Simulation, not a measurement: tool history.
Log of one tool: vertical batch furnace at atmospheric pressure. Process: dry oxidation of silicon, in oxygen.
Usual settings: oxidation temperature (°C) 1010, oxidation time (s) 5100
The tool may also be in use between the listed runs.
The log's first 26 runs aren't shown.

run    hour  oxidation temperature (°C)  oxidation time (s)  read-back reference wafer on the same gauge, thickness  oxide thickness on the monitor wafer (angstrom)
 27  2241.1                        1003                5940                                                   56.60                                            691.6
 28  2285.1                        1028                3630                                                   56.64                                            627.6
 29  2435.2                        1030                2910                                                   56.60                                            554.2
     2478.9  -- gauge calibrated
 30  2487.3                        1010                5100                                                   56.56                                            668.8
 31  2579.9                        1010                6090                                                   56.57                                            744.3
 32  2656.5                        1010                5100                                                   56.56                                            663.7
 33  2739.0                        1010                5100                                                   56.58                                            667.9
 34  2835.8                         996                3180                                                   56.52                                            424.8
 35  2885.4                        1029                3960                                                   56.59                                            668.5
 36  2991.0                         987                7080                                                   56.61                                            664.3
 37  3042.0                         998                7170                                                   56.59                                            749.8
 38  3120.8                        1035                2880                                                   56.59                                            576.9
 39  3218.4                        1000                6300                                                   56.55                                            694.7
 40  3260.6                        1010                3390                                                   56.61                                            505.9

3 ways to go on from here, each from the tool as it stands after run 40. What would each give?
  A  3266.8                        1010                3630                                                       ?                                                ?
  B  3266.8                         990                3360                                                       ?                                                ?
  C  3266.8                         992                3750                                                       ?                                                ?

run  read-back reference wafer on the same gauge, thickness  oxide thickness on the monitor wafer (angstrom)
  A                                                   56.62                                            528.7
  B                                                   56.62                                            412.7
  C                                                   56.62                                            451.9
Without the tool's hidden state the same runs would have given:
run  oxide thickness on the monitor wafer (angstrom)
  A                                            528.7
  B                                            412.7
  C                                            451.9
